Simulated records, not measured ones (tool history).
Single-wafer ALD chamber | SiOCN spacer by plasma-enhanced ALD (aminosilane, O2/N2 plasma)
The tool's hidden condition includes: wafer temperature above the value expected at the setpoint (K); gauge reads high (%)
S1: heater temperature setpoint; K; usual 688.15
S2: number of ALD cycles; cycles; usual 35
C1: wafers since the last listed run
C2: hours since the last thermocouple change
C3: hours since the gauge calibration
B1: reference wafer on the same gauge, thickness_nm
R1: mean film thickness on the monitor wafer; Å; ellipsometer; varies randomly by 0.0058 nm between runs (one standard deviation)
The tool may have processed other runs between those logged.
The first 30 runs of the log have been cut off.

Run 31, hour 814.5: usual settings but S1 684.15 K, S2 29 cycles; C1 90; C2 93.7; C3 246.1; B1 1.94. Result: R1 16.83 Å.
Run 32, hour 837.5: usual settings; C1 168; C2 116.7; C3 269.1; B1 1.939. Result: R1 19.91 Å.
Run 33, hour 852.1: usual settings but S2 40 cycles; C1 106; C2 131.3; C3 283.7; B1 1.94. Result: R1 22.91 Å.
Run 34, hour 873.8: usual settings; C1 158; C2 153; C3 305.4; B1 1.939. Result: R1 19.95 Å.
Run 35, hour 887.1: usual settings but S1 677.15 K, S2 39 cycles; C1 97; C2 166.3; C3 318.7; B1 1.94. Result: R1 22.8 Å.
Run 36, hour 901.3: usual settings; C1 104; C2 180.5; C3 332.9; B1 1.94. Result: R1 19.95 Å.
Run 37, hour 922.9: usual settings; C1 158; C2 202.1; C3 354.5; B1 1.94. Result: R1 19.94 Å.
Run 38, hour 940.7: usual settings but S1 684.15 K, S2 40 cycles; C1 130; C2 219.9; C3 372.3; B1 1.94. Result: R1 22.96 Å.
Run 39, hour 975.2: usual settings but S1 673.15 K, S2 29 cycles; C1 252; C2 254.4; C3 406.8; B1 1.941. Result: R1 17.16 Å.
Run 40, hour 1071.5: usual settings; C1 705; C2 350.7; C3 503.1; B1 1.941. Result: R1 19.78 Å.
Run 41, hour 1098.7: usual settings but S1 681.15 K, S2 37 cycles; C1 199; C2 377.9; C3 530.3; B1 1.94. Result: R1 21.31 Å.
Run 42, hour 1181: usual settings but S2 41 cycles; C1 602; C2 460.2; C3 612.6; B1 1.94. Result: R1 23.14 Å.
Run 43, hour 1196.6: usual settings but S2 30 cycles; C1 114; C2 475.8; C3 628.2; B1 1.94. Result: R1 17.09 Å.
Run 44, hour 1210.1: usual settings but S1 677.15 K, S2 31 cycles; C1 98; C2 489.3; C3 641.7; B1 1.941. Result: R1 18.11 Å.
Run 45, hour 1225.1: usual settings but S1 677.15 K, S2 38 cycles; C1 109; C2 504.3; C3 656.7; B1 1.938. Result: R1 22.15 Å.
Run 46, hour 1258: usual settings but S1 678.15 K; C1 240; C2 537.2; C3 689.6; B1 1.94. Result: R1 20.33 Å.

Predict each of these 5 candidate next runs independently; none follows another, all start after run 46:
Run A, hour 1258.5: usual settings but S1 692.15 K; C1 3; C2 537.7; C3 690.1; B1 ?. Result: R1 ?.
Run B, hour 1258.5: usual settings but S1 693.15 K, S2 41 cycles; C1 3; C2 537.7; C3 690.1; B1 ?. Result: R1 ?.
Run C, hour 1258.5: usual settings but S1 698.15 K; C1 3; C2 537.7; C3 690.1; B1 ?. Result: R1 ?.
Run D, hour 1258.5: usual settings but S1 695.15 K, S2 38 cycles; C1 3; C2 537.7; C3 690.1; B1 ?. Result: R1 ?.
Run E, hour 1258.5: usual settings but S1 675.15 K, S2 32 cycles; C1 3; C2 537.7; C3 690.1; B1 ?. Result: R1 ?.

run    B1     R1
  A  1.94  19.67
  B  1.94  22.97
  C  1.94  19.33
  D  1.94  21.17
  E  1.94  18.85
With no hidden state in the tool, these same runs would have given:
run     R1
  A  19.89
  B  23.24
  C  19.56
  D  21.42
  E  19.05
